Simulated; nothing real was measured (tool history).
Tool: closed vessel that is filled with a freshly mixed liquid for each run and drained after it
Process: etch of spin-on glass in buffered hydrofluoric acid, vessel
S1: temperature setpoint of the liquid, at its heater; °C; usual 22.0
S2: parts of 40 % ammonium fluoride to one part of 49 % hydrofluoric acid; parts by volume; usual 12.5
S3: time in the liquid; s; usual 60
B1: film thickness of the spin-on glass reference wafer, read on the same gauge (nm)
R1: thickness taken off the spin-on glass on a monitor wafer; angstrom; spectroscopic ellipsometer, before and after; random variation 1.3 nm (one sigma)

run	hour	S1	S2	S3	B1	R1
1	0.0	22.0	12.5	60	30.03	2980.9
2	13.7	22.0	11.0	60	30.01	3324.8
3	27.1	22.0	11.0	60	30.02	3361.1
4	44.4	20.5	12.5	60	29.96	2754.0
5	56.6	20.5	12.5	60	29.99	2744.3
6	66.4	20.5	12.5	60	30.01	2738.1
7	75.3	22.0	12.5	60	30.02	2965.6
8	83.5	22.0	12.5	60	30.02	2968.5
9	97.2	22.0	12.5	60	30.00	2969.4
10	109.5	22.0	12.5	60	29.94	2973.4
11	125.1	22.0	12.5	60	30.05	2981.6
12	133.8	22.0	12.5	60	30.01	3003.1
13	140.7	22.0	12.5	60	30.00	3010.3
14	156.0	22.0	9.0	60	30.00	3988.4

Forecast run 15:
# hour 174.0: gauge calibrated
15	206.6	25.0	9.0	60	?	?

{"run 15": {"B1": 29.95, "R1": 4707.0}}
Without the tool's hidden state the same run would have given R1 4100.3 angstrom.
